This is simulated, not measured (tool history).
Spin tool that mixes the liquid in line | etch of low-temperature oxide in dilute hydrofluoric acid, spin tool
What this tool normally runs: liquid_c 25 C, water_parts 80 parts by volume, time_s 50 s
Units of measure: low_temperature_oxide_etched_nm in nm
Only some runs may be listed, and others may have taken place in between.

| run | hour | liquid_c | water_parts | time_s | wafers since the last listed run | hours since the thermometer was replaced | hours since the hydrofluoric acid flow meter was replaced | hours since the gauge calibration | read-back film thickness of the low-temperature oxide reference wafer, read on the same gauge (nm) | low_temperature_oxide_etched_nm |
|---|---|---|---|---|---|---|---|---|---|---|
| 1 | 0 | 28 | 80 | 25 | 0 | 573.3 | 480.8 | 357.3 | 120.02 | 11.33 |
| 2 | 78.6 | 25 | 80 | 50 | 1144 | 651.9 | 559.4 | 435.9 | 119.98 | 20.06 |
|  | 86.2 | hydrofluoric acid flow meter replaced |
| 3 | 131.4 | 25 | 80 | 50 | 754 | 704.7 | 45.2 | 488.7 | 120 | 20.49 |
| 4 | 187.5 | 25 | 80 | 50 | 816 | 760.8 | 101.3 | 544.8 | 119.97 | 19.63 |
| 5 | 267.5 | 25 | 100 | 50 | 1164 | 840.8 | 181.3 | 624.8 | 119.98 | 15.64 |
| 6 | 365.5 | 25 | 100 | 50 | 1426 | 938.8 | 279.3 | 722.8 | 120.03 | 15.64 |
| 7 | 413.6 | 25 | 100 | 50 | 700 | 986.9 | 327.4 | 770.9 | 120.03 | 15.85 |
| 8 | 450.1 | 26.5 | 80 | 50 | 531 | 1023.4 | 363.9 | 807.4 | 120 | 21.59 |
|  | 522.3 | hydrofluoric acid flow meter replaced |
| 9 | 540.9 | 26.5 | 80 | 50 | 1307 | 1114.2 | 18.6 | 898.2 | 119.98 | 21.75 |

Forecast run 10:
| 10 | 611.1 | 27.5 | 80 | 70 | 1022 | 1184.4 | 88.8 | 968.4 | ? | ? |

For run 10 the tool returned read-back film thickness of the low-temperature oxide reference wafer, read on the same gauge (nm) 120.03, low_temperature_oxide_etched_nm 31.2 nm.
The same run, on a tool lacking any hidden state, would have yielded low_temperature_oxide_etched_nm 29.45 nm.
